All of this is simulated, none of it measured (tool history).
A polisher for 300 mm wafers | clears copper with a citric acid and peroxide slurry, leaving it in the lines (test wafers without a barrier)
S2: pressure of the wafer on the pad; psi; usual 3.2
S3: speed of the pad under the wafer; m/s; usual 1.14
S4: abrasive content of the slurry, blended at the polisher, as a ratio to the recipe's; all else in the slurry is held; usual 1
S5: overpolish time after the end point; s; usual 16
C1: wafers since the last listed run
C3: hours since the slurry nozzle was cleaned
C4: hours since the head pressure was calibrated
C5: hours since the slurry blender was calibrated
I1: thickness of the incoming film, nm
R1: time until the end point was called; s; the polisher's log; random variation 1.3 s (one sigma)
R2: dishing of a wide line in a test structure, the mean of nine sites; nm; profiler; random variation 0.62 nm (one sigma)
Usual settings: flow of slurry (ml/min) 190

Run 1, hour 0: usual settings but flow of slurry (ml/min) 205; C1 0; wafers polished on this pad 692; C3 538.3; C4 653.6; C5 158.8; I1 211.5. Result: R1 75.5 s, R2 30.2 nm.
Run 2, hour 11.7: usual settings but flow of slurry (ml/min) 205; C1 83; wafers polished on this pad 775; C3 550; C4 665.3; C5 170.5; I1 208.6. Result: R1 75.6 s, R2 30.2 nm.
Run 3, hour 26: usual settings; C1 101; wafers polished on this pad 876; C3 564.3; C4 679.6; C5 184.8; I1 210.5. Result: R1 79.3 s, R2 29.9 nm.
Run 4, hour 33: usual settings; C1 49; wafers polished on this pad 926; C3 571.3; C4 686.6; C5 191.8; I1 208. Result: R1 81.9 s, R2 30.7 nm.
Run 5, hour 41: usual settings; C1 56; wafers polished on this pad 983; C3 579.3; C4 694.6; C5 199.8; I1 209.8. Result: R1 79.6 s, R2 30.6 nm.
Run 6, hour 48.1: usual settings; C1 50; wafers polished on this pad 1033; C3 586.4; C4 701.7; C5 206.9; I1 207.7. Result: R1 81.2 s, R2 29.8 nm.
At hour 57.6: slurry blender recalibrated.
Run 7, hour 58.1: usual settings; C1 56; wafers polished on this pad 1090; C3 596.4; C4 711.7; C5 0.5; I1 207.9. Result: R1 81.9 s, R2 30.3 nm.
At hour 62.9: head pressure recalibrated.
Run 8, hour 67.8: usual settings but S2 2.9 psi; C1 54; wafers polished on this pad 1145; C3 606.1; C4 4.9; C5 10.2; I1 212.7. Result: R1 90 s, R2 28.9 nm.
Run 9, hour 76.4: usual settings but flow of slurry (ml/min) 130, S4 0.85; C1 61; wafers polished on this pad 1206; C3 614.7; C4 13.5; C5 18.8; I1 207. Result: R1 93.6 s, R2 25.9 nm.
At hour 81.2: slurry nozzle cleaned.
At hour 84.7: worn pad replaced by a new one.
Run 10, hour 93: usual settings but S2 3.9 psi; C1 85; wafers polished on this pad 58; C3 11.8; C4 30.1; C5 35.4; I1 209.6. Result: R1 66.9 s, R2 36.3 nm.
Run 11, hour 102.1: usual settings but flow of slurry (ml/min) 170, S2 2.8 psi, S3 1.36 m/s, S4 0.75; C1 64; wafers polished on this pad 123; C3 20.9; C4 39.2; C5 44.5; I1 208.7. Result: R1 71.8 s, R2 33 nm.
Run 12, hour 113.4: usual settings but S2 2.9 psi; C1 80; wafers polished on this pad 203; C3 32.2; C4 50.5; C5 55.8; I1 209.9. Result: R1 79.4 s, R2 30.4 nm.
Run 13, hour 129.9: usual settings; C1 117; wafers polished on this pad 320; C3 48.7; C4 67; C5 72.3; I1 206.2. Result: R1 73.1 s, R2 32.3 nm.
Run 14, hour 145: usual settings but S4 0.85; C1 107; wafers polished on this pad 428; C3 63.8; C4 82.1; C5 87.4; I1 212.1. Result: R1 78.6 s, R2 31.3 nm.

Forecast each of these 5 alternatives for the next run:
Run A, hour 145.4: usual settings but S2 3.8 psi; C1 2; wafers polished on this pad 431; C3 64.2; C4 82.5; C5 87.8; I1 212.2. Result: R1 ?, R2 ?.
Run B, hour 145.4: usual settings but flow of slurry (ml/min) 165, S2 2.2 psi, S3 1.3 m/s; C1 2; wafers polished on this pad 431; C3 64.2; C4 82.5; C5 87.8; I1 212.2. Result: R1 ?, R2 ?.
Run C, hour 145.4: usual settings but S3 1.26 m/s; C1 2; wafers polished on this pad 431; C3 64.2; C4 82.5; C5 87.8; I1 212.2. Result: R1 ?, R2 ?.
Run D, hour 145.4: usual settings but S2 2.8 psi, S3 0.88 m/s, S5 13 s; C1 2; wafers polished on this pad 431; C3 64.2; C4 82.5; C5 87.8; I1 212.2. Result: R1 ?, R2 ?.
Run E, hour 145.4: usual settings but flow of slurry (ml/min) 160, S3 0.94 m/s; C1 2; wafers polished on this pad 431; C3 64.2; C4 82.5; C5 87.8; I1 212.2. Result: R1 ?, R2 ?.

run     R1    R2
  A   67.5  34.4
  B   82.3  28.4
  C   67.9    34
  D  104.1  19.2
  E   92.7  25.8
Without the tool's hidden state the same runs would have given:
run     R1    R2
  A   66.1    35
  B   80.6  28.9
  C   66.5  34.6
  D  101.9  19.6
  E   90.7  26.3

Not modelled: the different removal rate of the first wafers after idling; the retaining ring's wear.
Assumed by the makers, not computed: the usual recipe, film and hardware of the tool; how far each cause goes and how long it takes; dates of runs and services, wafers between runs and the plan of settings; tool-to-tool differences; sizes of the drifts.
